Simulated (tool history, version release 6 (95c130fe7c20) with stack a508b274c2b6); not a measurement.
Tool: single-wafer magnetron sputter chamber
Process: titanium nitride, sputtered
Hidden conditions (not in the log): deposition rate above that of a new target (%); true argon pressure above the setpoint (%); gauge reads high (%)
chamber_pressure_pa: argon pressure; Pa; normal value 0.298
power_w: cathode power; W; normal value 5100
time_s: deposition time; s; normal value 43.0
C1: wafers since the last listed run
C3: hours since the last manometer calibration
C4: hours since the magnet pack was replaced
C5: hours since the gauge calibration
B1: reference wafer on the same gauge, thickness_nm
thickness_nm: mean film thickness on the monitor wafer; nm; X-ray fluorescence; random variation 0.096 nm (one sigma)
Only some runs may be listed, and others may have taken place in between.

run 1 hour=0.0 | chamber_pressure_pa=0.298 power_w=5100 time_s=43.0 | C1=0 wafers_on_the_sputter_target=1885 C3=929.6 C4=6778.7 C5=295.4 | B1=39.178 | thickness_nm=43.197
run 2 hour=10.6 | chamber_pressure_pa=0.298 power_w=5900 time_s=43.0 | C1=208 wafers_on_the_sputter_target=2094 C3=940.2 C4=6789.3 C5=306.0 | B1=39.180 | thickness_nm=50.071
run 3 hour=17.5 | chamber_pressure_pa=0.212 power_w=5100 time_s=43.0 | C1=135 wafers_on_the_sputter_target=2229 C3=947.1 C4=6796.2 C5=312.9 | B1=39.199 | thickness_nm=44.411
run 4 hour=23.7 | chamber_pressure_pa=0.328 power_w=5100 time_s=43.0 | C1=122 wafers_on_the_sputter_target=2351 C3=953.3 C4=6802.4 C5=319.1 | B1=39.240 | thickness_nm=42.903
run 5 hour=36.7 | chamber_pressure_pa=0.328 power_w=5100 time_s=43.0 | C1=255 wafers_on_the_sputter_target=2607 C3=966.3 C4=6815.4 C5=332.1 | B1=39.168 | thickness_nm=42.767
run 6 hour=46.2 | chamber_pressure_pa=0.328 power_w=5100 time_s=43.0 | C1=186 wafers_on_the_sputter_target=2794 C3=975.8 C4=6824.9 C5=341.6 | B1=39.199 | thickness_nm=42.905
run 7 hour=56.4 | chamber_pressure_pa=0.298 power_w=5100 time_s=43.0 | C1=200 wafers_on_the_sputter_target=2995 C3=986.0 C4=6835.1 C5=351.8 | B1=39.180 | thickness_nm=43.130
run 8 hour=70.4 | chamber_pressure_pa=0.298 power_w=5100 time_s=43.0 | C1=275 wafers_on_the_sputter_target=3270 C3=1000.0 C4=6849.1 C5=365.8 | B1=39.225 | thickness_nm=43.331
-- hour=80.3 sputter target and shields replaced
-- hour=88.2 magnet pack replaced
run 9 hour=88.7 | chamber_pressure_pa=0.298 power_w=5100 time_s=43.0 | C1=47 wafers_on_the_sputter_target=9 C3=1018.3 C4=0.5 C5=384.1 | B1=39.209 | thickness_nm=43.489
run 10 hour=89.0 | chamber_pressure_pa=0.385 power_w=5100 time_s=43.0 | C1=5 wafers_on_the_sputter_target=15 C3=1018.6 C4=0.8 C5=384.4 | B1=39.208 | thickness_nm=42.434
run 11 hour=93.3 | chamber_pressure_pa=0.298 power_w=5100 time_s=43.0 | C1=84 wafers_on_the_sputter_target=99 C3=1022.9 C4=5.1 C5=388.7 | B1=39.180 | thickness_nm=43.285
run 12 hour=103.3 | chamber_pressure_pa=0.298 power_w=5100 time_s=43.0 | C1=196 wafers_on_the_sputter_target=296 C3=1032.9 C4=15.1 C5=398.7 | B1=39.162 | thickness_nm=43.424
run 13 hour=143.0 | chamber_pressure_pa=0.193 power_w=6350 time_s=43.0 | C1=781 wafers_on_the_sputter_target=1077 C3=1072.6 C4=54.8 C5=438.4 | B1=39.194 | thickness_nm=55.536
run 14 hour=156.5 | chamber_pressure_pa=0.298 power_w=4400 time_s=45.8 | C1=265 wafers_on_the_sputter_target=1343 C3=1086.1 C4=68.3 C5=451.9 | B1=39.187 | thickness_nm=39.559
run 15 hour=185.2 | chamber_pressure_pa=0.298 power_w=5100 time_s=34.6 | C1=564 wafers_on_the_sputter_target=1908 C3=1114.8 C4=97.0 C5=480.6 | B1=39.204 | thickness_nm=34.701
run 16 hour=193.7 | chamber_pressure_pa=0.343 power_w=5100 time_s=50.0 | C1=167 wafers_on_the_sputter_target=2075 C3=1123.3 C4=105.5 C5=489.1 | B1=39.186 | thickness_nm=49.599
run 17 hour=207.2 | chamber_pressure_pa=0.258 power_w=5100 time_s=43.0 | C1=265 wafers_on_the_sputter_target=2341 C3=1136.8 C4=119.0 C5=502.6 | B1=39.176 | thickness_nm=43.746
run 18 hour=220.2 | chamber_pressure_pa=0.224 power_w=4600 time_s=37.5 | C1=255 wafers_on_the_sputter_target=2597 C3=1149.8 C4=132.0 C5=515.6 | B1=39.177 | thickness_nm=34.637
-- hour=229.5 sputter target and shields replaced
run 19 hour=230.0 | chamber_pressure_pa=0.336 power_w=5100 time_s=48.6 | C1=35 wafers_on_the_sputter_target=9 C3=1159.6 C4=141.8 C5=525.4 | B1=39.205 | thickness_nm=48.633
run 20 hour=236.9 | chamber_pressure_pa=0.298 power_w=5100 time_s=43.0 | C1=135 wafers_on_the_sputter_target=145 C3=1166.5 C4=148.7 C5=532.3 | B1=39.203 | thickness_nm=43.442
-- hour=243.4 gauge calibrated
-- hour=249.0 capacitance manometer re-zeroed and calibrated
run 21 hour=251.4 | chamber_pressure_pa=0.298 power_w=5100 time_s=43.0 | C1=127 wafers_on_the_sputter_target=273 C3=2.4 C4=163.2 C5=8.0 | B1=39.208 | thickness_nm=43.336
run 22 hour=279.7 | chamber_pressure_pa=0.397 power_w=4500 time_s=39.7 | C1=556 wafers_on_the_sputter_target=830 C3=30.7 C4=191.5 C5=36.3 | B1=39.196 | thickness_nm=34.226
run 23 hour=297.3 | chamber_pressure_pa=0.239 power_w=5100 time_s=40.5 | C1=346 wafers_on_the_sputter_target=1176 C3=48.3 C4=209.1 C5=53.9 | B1=39.187 | thickness_nm=41.449
run 24 hour=304.0 | chamber_pressure_pa=0.402 power_w=5100 time_s=35.2 | C1=131 wafers_on_the_sputter_target=1308 C3=55.0 C4=215.8 C5=60.6 | B1=39.219 | thickness_nm=34.277
run 25 hour=315.5 | chamber_pressure_pa=0.392 power_w=4750 time_s=43.0 | C1=226 wafers_on_the_sputter_target=1534 C3=66.5 C4=227.3 C5=72.1 | B1=39.172 | thickness_nm=39.257
run 26 hour=324.5 | chamber_pressure_pa=0.298 power_w=5100 time_s=43.0 | C1=177 wafers_on_the_sputter_target=1712 C3=75.5 C4=236.3 C5=81.1 | B1=39.207 | thickness_nm=43.204
run 27 hour=334.1 | chamber_pressure_pa=0.210 power_w=3950 time_s=43.0 | C1=188 wafers_on_the_sputter_target=1900 C3=85.1 C4=245.9 C5=90.7 | B1=39.227 | thickness_nm=34.369
run 28 hour=351.2 | chamber_pressure_pa=0.328 power_w=5100 time_s=43.0 | C1=336 wafers_on_the_sputter_target=2237 C3=102.2 C4=263.0 C5=107.8 | B1=39.218 | thickness_nm=42.672
run 29 hour=359.5 | chamber_pressure_pa=0.298 power_w=5100 time_s=43.0 | C1=163 wafers_on_the_sputter_target=2400 C3=110.5 C4=271.3 C5=116.1 | B1=39.185 | thickness_nm=43.150
run 30 hour=368.8 | chamber_pressure_pa=0.206 power_w=5100 time_s=43.0 | C1=183 wafers_on_the_sputter_target=2583 C3=119.8 C4=280.6 C5=125.4 | B1=39.168 | thickness_nm=44.306
run 31 hour=378.7 | chamber_pressure_pa=0.298 power_w=4200 time_s=45.4 | C1=194 wafers_on_the_sputter_target=2778 C3=129.7 C4=290.5 C5=135.3 | B1=39.207 | thickness_nm=37.476
-- hour=395.6 sputter target and shields replaced
run 32 hour=396.1 | chamber_pressure_pa=0.298 power_w=5100 time_s=35.3 | C1=184 wafers_on_the_sputter_target=9 C3=147.1 C4=307.9 C5=152.7 | B1=39.230 | thickness_nm=35.726
run 33 hour=406.3 | chamber_pressure_pa=0.298 power_w=5100 time_s=43.0 | C1=200 wafers_on_the_sputter_target=209 C3=157.3 C4=318.1 C5=162.9 | B1=39.168 | thickness_nm=43.472
run 34 hour=419.0 | chamber_pressure_pa=0.298 power_w=5100 time_s=43.0 | C1=249 wafers_on_the_sputter_target=459 C3=170.0 C4=330.8 C5=175.6 | B1=39.221 | thickness_nm=43.447

Alternative continuations, all from the tool just after run 34; predict every row:
run A hour=419.4 | chamber_pressure_pa=0.298 power_w=5100 time_s=43.0 | C1=7 wafers_on_the_sputter_target=467 C3=170.4 C4=331.2 C5=176.0 | B1=? | thickness_nm=?
run B hour=419.4 | chamber_pressure_pa=0.298 power_w=3900 time_s=43.0 | C1=7 wafers_on_the_sputter_target=467 C3=170.4 C4=331.2 C5=176.0 | B1=? | thickness_nm=?
run C hour=419.4 | chamber_pressure_pa=0.268 power_w=5950 time_s=51.0 | C1=7 wafers_on_the_sputter_target=467 C3=170.4 C4=331.2 C5=176.0 | B1=? | thickness_nm=?
run D hour=419.4 | chamber_pressure_pa=0.298 power_w=4450 time_s=50.5 | C1=7 wafers_on_the_sputter_target=467 C3=170.4 C4=331.2 C5=176.0 | B1=? | thickness_nm=?
run E hour=419.4 | chamber_pressure_pa=0.298 power_w=6350 time_s=46.3 | C1=7 wafers_on_the_sputter_target=467 C3=170.4 C4=331.2 C5=176.0 | B1=? | thickness_nm=?

run=A B1=39.210 thickness_nm=43.480
run=B B1=39.210 thickness_nm=33.250
run=C B1=39.210 thickness_nm=60.705
run=D B1=39.210 thickness_nm=44.556
run=E B1=39.210 thickness_nm=58.292
Without the tool's hidden state the same runs would have given:
run=A thickness_nm=43.686
run=B thickness_nm=33.407
run=C thickness_nm=60.993
run=D thickness_nm=44.767
run=E thickness_nm=58.568
